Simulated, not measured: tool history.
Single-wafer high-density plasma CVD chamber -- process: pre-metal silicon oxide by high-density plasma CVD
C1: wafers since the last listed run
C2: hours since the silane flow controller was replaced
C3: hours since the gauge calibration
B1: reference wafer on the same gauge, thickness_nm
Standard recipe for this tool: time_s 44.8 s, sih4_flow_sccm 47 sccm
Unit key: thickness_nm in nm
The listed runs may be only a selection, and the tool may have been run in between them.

run 1 hour=0 | time_s=44.8 sih4_flow_sccm=47 | C1=0 C2=3834.4 C3=16.6 | B1=162.986 | thickness_nm=176.98
run 2 hour=107.9 | time_s=44.8 sih4_flow_sccm=47 | C1=1519 C2=3942.3 C3=124.5 | B1=163.06 | thickness_nm=176.946
run 3 hour=136.7 | time_s=44.8 sih4_flow_sccm=47 | C1=405 C2=3971.1 C3=153.3 | B1=163.02 | thickness_nm=176.796
run 4 hour=172.8 | time_s=44.8 sih4_flow_sccm=47 | C1=508 C2=4007.2 C3=189.4 | B1=163.008 | thickness_nm=177.052
run 5 hour=230.7 | time_s=44.8 sih4_flow_sccm=47 | C1=815 C2=4065.1 C3=247.3 | B1=162.981 | thickness_nm=176.037
-- hour=285.2 silane flow controller replaced
run 6 hour=294.2 | time_s=44.8 sih4_flow_sccm=47 | C1=781 C2=9 C3=310.8 | B1=163.031 | thickness_nm=190.571
run 7 hour=348.3 | time_s=44.8 sih4_flow_sccm=47 | C1=761 C2=63.1 C3=364.9 | B1=163.019 | thickness_nm=189.989
run 8 hour=393.7 | time_s=44.8 sih4_flow_sccm=47 | C1=639 C2=108.5 C3=410.3 | B1=162.92 | thickness_nm=190.698
-- hour=408 gauge calibrated
run 9 hour=422.7 | time_s=48.2 sih4_flow_sccm=50 | C1=408 C2=137.5 C3=14.7 | B1=163.156 | thickness_nm=217.809
run 10 hour=481.4 | time_s=44.8 sih4_flow_sccm=39 | C1=826 C2=196.2 C3=73.4 | B1=163.028 | thickness_nm=157.332
run 11 hour=534.1 | time_s=36 sih4_flow_sccm=52 | C1=742 C2=248.9 C3=126.1 | B1=162.947 | thickness_nm=168.526
run 12 hour=560.3 | time_s=40.3 sih4_flow_sccm=47 | C1=368 C2=275.1 C3=152.3 | B1=162.965 | thickness_nm=170.956
run 13 hour=631.7 | time_s=44.8 sih4_flow_sccm=47 | C1=1005 C2=346.5 C3=223.7 | B1=162.98 | thickness_nm=189.265
run 14 hour=666.3 | time_s=44.8 sih4_flow_sccm=40 | C1=487 C2=381.1 C3=258.3 | B1=163.05 | thickness_nm=161.29
run 15 hour=710.6 | time_s=51.2 sih4_flow_sccm=42 | C1=623 C2=425.4 C3=302.6 | B1=163.025 | thickness_nm=192.999

Alternative continuations, all from the tool just after run 15; predict every row:
run A hour=711 | time_s=44.8 sih4_flow_sccm=41 | C1=5 C2=425.8 C3=303 | B1=? | thickness_nm=?
run B hour=711 | time_s=47.6 sih4_flow_sccm=47 | C1=5 C2=425.8 C3=303 | B1=? | thickness_nm=?
run C hour=711 | time_s=51.9 sih4_flow_sccm=44 | C1=5 C2=425.8 C3=303 | B1=? | thickness_nm=?

run=A B1=163.018 thickness_nm=164.97
run=B B1=163.018 thickness_nm=200.932
run=C B1=163.018 thickness_nm=205.099
With the hidden condition removed and each run's random variation left untouched, the same runs would have given:
run=A thickness_nm=166.881
run=B thickness_nm=203.259
run=C thickness_nm=207.474
